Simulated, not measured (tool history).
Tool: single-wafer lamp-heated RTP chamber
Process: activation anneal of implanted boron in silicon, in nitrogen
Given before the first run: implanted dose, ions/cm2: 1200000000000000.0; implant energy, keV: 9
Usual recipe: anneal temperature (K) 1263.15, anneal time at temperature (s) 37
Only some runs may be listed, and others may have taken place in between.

run	hour	anneal temperature (K)	anneal time at temperature (s)	wafers since the last listed run	wafers since the last pyrometer calibration	wafers since the reflector plate was cleaned	hours since the gauge calibration	read-back reference wafer on the same gauge, sheet resistance	sheet resistance of the implanted and annealed layer (ohm/square)
1	0	1274.15	37	0	2470	4132	3693.9	130.87	134.32
2	299.9	1274.15	37	4532	7002	8665	3993.8	131.01	133.62
3	357.9	1274.15	37	876	7878	9541	4051.8	130.89	133.75
# hour 655.1: reflector plate cleaned
# hour 665.8: pyrometer window cleaned and pyrometer calibrated
4	669.1	1263.15	21	4461	50	90	4363	131.33	143.51
5	762.2	1263.15	21	1406	1457	1497	4456.1	131.18	142.89
6	838.2	1263.15	45	1148	2606	2646	4532.1	131.27	137.02
7	880.1	1263.15	45	633	3239	3279	4574	131.11	137.27
8	957.1	1263.15	45	1163	4402	4442	4651	131.12	136.71
9	1060.5	1263.15	37	1562	5965	6005	4754.4	130.71	137.8
10	1129.5	1263.15	37	1042	7008	7048	4823.4	130.58	136.97
11	1176	1263.15	37	702	7711	7751	4869.9	130.64	136.51
12	1264.9	1263.15	37	1343	9054	9094	4958.8	130.99	137.95
13	1362.2	1278.15	37	1470	10525	10565	5056.1	131.12	130.64
14	1469	1237.15	55	1614	12139	12179	5162.9	130.98	148.33
# hour 1502.8: pyrometer window cleaned and pyrometer calibrated
15	1551.3	1263.15	30	1122	732	13301	5245.2	130.95	137.37
# hour 1583.8: reflector plate cleaned
16	1623.3	1263.15	30	967	1699	597	5317.2	130.96	141.95
17	1708.2	1263.15	37	1283	2982	1880	5402.1	130.98	139.88
18	1747.2	1254.15	17	589	3572	2469	5441.1	131.26	153.85
19	1816.8	1263.15	37	1051	4623	3521	5510.7	131.01	139.92
# hour 1894.6: gauge calibrated
20	1900.2	1289.15	58	1260	5884	4782	5.6	130.94	124.18
21	1974.4	1263.15	37	1121	7005	5903	79.8	131.31	138.71
22	2068.6	1237.15	45	1423	8429	7327	174	131.19	155.24
23	2150	1278.15	23	1230	9659	8557	255.4	131.04	134.41
# hour 2242.2: pyrometer window cleaned and pyrometer calibrated
24	2250.6	1263.15	37	1399	126	9956	356	130.85	137.36
25	2295.2	1263.15	19	674	800	10630	400.6	131.2	141.47
26	2449	1244.15	26	2324	3124	12954	554.4	131.1	150.93
# hour 2523.2: reflector plate cleaned
27	2533.3	1263.15	37	1153	4277	152	638.7	130.82	140.31
28	2634	1263.15	37	1521	5799	1674	739.4	131.1	140.69
29	2718.3	1263.15	26	1273	7073	2948	823.7	131.4	142.46
30	2850.3	1246.15	37	1994	9068	4943	955.7	130.82	150.44
31	2891	1248.15	16	615	9683	5558	996.4	131.02	158.77
32	2964	1263.15	37	1103	10786	6661	1069.4	131.06	138.82
# hour 3002.1: pyrometer window cleaned and pyrometer calibrated
33	3035.3	1275.15	31	956	502	7618	1140.7	130.98	133.6
34	3102	1263.15	22	1008	1510	8626	1207.4	130.86	140.79
# hour 3280.2: reflector plate cleaned
35	3359.4	1252.15	46	3769	5279	1197	1464.8	131.16	143.65
36	3420.7	1282.15	24	926	6205	2123	1526.1	131.04	134.5
37	3519.6	1272.15	37	1494	7700	3618	1625	130.91	134.8

Below, some changes in sheet resistance of the implanted and annealed layer (ohm/square) between adjacent runs. For each, the amount present without the hidden state too (settings, incoming material, random variation) and the amount remaining for the hidden state with gauge scatter not shared by both compared results:
The tool's hidden condition here consists of: true wafer temperature minus pyrometer reading, K; wafer temperature error from the tarnished reflector plate, K; gauge reads high (%).
Run 13 -> 14: anneal temperature (K) 1278.15 -> 1237.15, anneal time at temperature (s) 37 -> 55. sheet resistance of the implanted and annealed layer (ohm/square) +17.69: hidden state -4.48, all else +22.17.
Run 15 -> 16: reflector plate cleaned. sheet resistance of the implanted and annealed layer (ohm/square) +4.58: hidden state +4.48, all else +0.1.
Run 22 -> 23: anneal temperature (K) 1237.15 -> 1278.15, anneal time at temperature (s) 45 -> 23. sheet resistance of the implanted and annealed layer (ohm/square) -20.83: hidden state +1.42, all else -22.25.
Run 26 -> 27: anneal temperature (K) 1244.15 -> 1263.15, anneal time at temperature (s) 26 -> 37, reflector plate cleaned. sheet resistance of the implanted and annealed layer (ohm/square) -10.62: hidden state +7.75, all else -18.37.
Run 31 -> 32: anneal temperature (K) 1248.15 -> 1263.15, anneal time at temperature (s) 16 -> 37. sheet resistance of the implanted and annealed layer (ohm/square) -19.95: hidden state +0.64, all else -20.59.
